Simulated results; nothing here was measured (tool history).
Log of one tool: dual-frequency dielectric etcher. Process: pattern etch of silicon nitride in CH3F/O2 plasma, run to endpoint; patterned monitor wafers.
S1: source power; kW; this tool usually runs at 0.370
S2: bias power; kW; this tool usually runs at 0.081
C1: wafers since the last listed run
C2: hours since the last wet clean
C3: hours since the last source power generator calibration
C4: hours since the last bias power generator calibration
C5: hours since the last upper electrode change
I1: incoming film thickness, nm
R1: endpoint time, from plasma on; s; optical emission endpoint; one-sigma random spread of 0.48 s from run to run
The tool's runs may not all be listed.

run,day,S1,S2,C1,C2,C3,C4,C5,I1,R1
1,0.000,0.330,0.081,0,266.2,1487.5,2102.0,6090.2,87.9,97.0
2,0.346,0.370,0.081,69,274.5,1495.8,2110.3,6098.5,87.1,94.9
3,1.062,0.370,0.081,144,291.7,1513.0,2127.5,6115.7,86.9,92.6
4,1.725,0.440,0.081,133,307.6,1528.9,2143.4,6131.6,88.0,90.7
5,2.388,0.440,0.081,133,323.5,1544.8,2159.3,6147.5,87.2,90.1
6,2.733,0.370,0.081,69,331.8,1553.1,2167.6,6155.8,87.5,94.4
7,3.238,0.370,0.081,101,343.9,1565.2,2179.7,6167.9,87.7,94.3
8,3.821,0.370,0.081,117,357.9,1579.2,2193.7,6181.9,87.2,93.9
9,4.271,0.370,0.073,90,368.7,1590.0,2204.5,6192.7,87.1,99.2
10,6.196,0.370,0.073,387,414.9,1636.2,2250.7,6238.9,87.8,100.7
11,6.821,0.370,0.073,125,429.9,1651.2,2265.7,6253.9,88.4,100.8
12,7.392,0.370,0.081,114,443.6,1664.9,2279.4,6267.6,88.1,96.1
13,7.942,0.400,0.066,110,456.8,1678.1,2292.6,6280.8,87.9,104.0
14,8.471,0.370,0.081,106,469.5,1690.8,2305.3,6293.5,87.1,94.3
15,9.125,0.370,0.081,131,485.2,1706.5,2321.0,6309.2,86.3,93.9
# day 9.367: bias power generator calibrated
16,9.721,0.340,0.095,86,499.5,1720.8,8.5,6323.5,87.7,89.8
17,10.096,0.400,0.094,75,508.5,1729.8,17.5,6332.5,87.8,86.9
18,10.808,0.400,0.068,143,525.6,1746.9,34.6,6349.6,87.4,101.0
19,11.162,0.410,0.098,71,534.1,1755.4,43.1,6358.1,87.1,83.9
# day 12.512: wet clean of the chamber
20,12.533,0.370,0.067,74,0.5,1788.3,76.0,6391.0,87.6,99.5
21,12.550,0.370,0.081,3,0.9,1788.7,76.4,6391.4,87.5,88.8
22,13.025,0.440,0.081,95,12.3,1800.1,87.8,6402.8,87.1,85.2
# day 14.167: upper electrode replaced
23,14.562,0.370,0.081,108,49.2,1837.0,124.7,9.5,86.8,88.8
# day 15.017: source power generator calibrated
24,15.038,0.370,0.091,62,60.6,0.5,136.1,20.9,87.2,84.1
25,15.496,0.370,0.081,92,71.6,11.5,147.1,31.9,88.3,90.4
26,16.125,0.420,0.075,126,86.7,26.6,162.2,47.0,86.8,89.2
27,16.521,0.310,0.092,79,96.2,36.1,171.7,56.5,87.6,88.7
# day 17.588: wet clean of the chamber, repeated, since the last time left the tool worse
28,18.317,0.370,0.073,160,17.5,79.2,214.8,99.6,87.3,97.6
29,19.004,0.370,0.081,138,34.0,95.7,231.3,116.1,88.5,94.4
30,19.458,0.450,0.096,91,44.9,106.6,242.2,127.0,87.8,81.2
31,19.750,0.450,0.087,58,51.9,113.6,249.2,134.0,87.5,85.4
32,20.229,0.430,0.094,96,63.4,125.1,260.7,145.5,87.4,82.4
33,20.488,0.370,0.081,51,69.6,131.3,266.9,151.7,87.9,93.8
34,21.150,0.300,0.081,133,85.5,147.2,282.8,167.6,86.8,98.0
35,22.117,0.370,0.069,194,108.7,170.4,306.0,190.8,87.2,100.7
36,22.483,0.340,0.067,73,117.5,179.2,314.8,199.6,87.4,105.7

Below, some changes in R1 between adjacent runs. For each, the amount present without the hidden state too (settings, incoming material, random variation) and the amount remaining for the hidden state with gauge scatter not shared by both compared results:
Unlogged tool condition in this case: etch rate over this chamber's usual, %; source power that arrives over what is set, %; bias power that arrives over what is set, %.
Run 17 -> 18: S2 0.094 -> 0.068. R1 +14.1 s: hidden state +0.4, all else +13.7.
Run 18 -> 19: S1 0.400 -> 0.410, S2 0.068 -> 0.098. R1 -17.1 s: hidden state -0.4, all else -16.7.
Run 19 -> 20: S1 0.410 -> 0.370, S2 0.098 -> 0.067, wet clean of the chamber. R1 +15.6 s: hidden state -6.0, all else +21.6.
Run 20 -> 21: S2 0.067 -> 0.081. R1 -10.7 s: hidden state +0.5, all else -11.2.
Run 27 -> 28: S1 0.310 -> 0.370, S2 0.092 -> 0.073, wet clean of the chamber, repeated, since the last time left the tool worse. R1 +8.9 s: hidden state +3.2, all else +5.7.
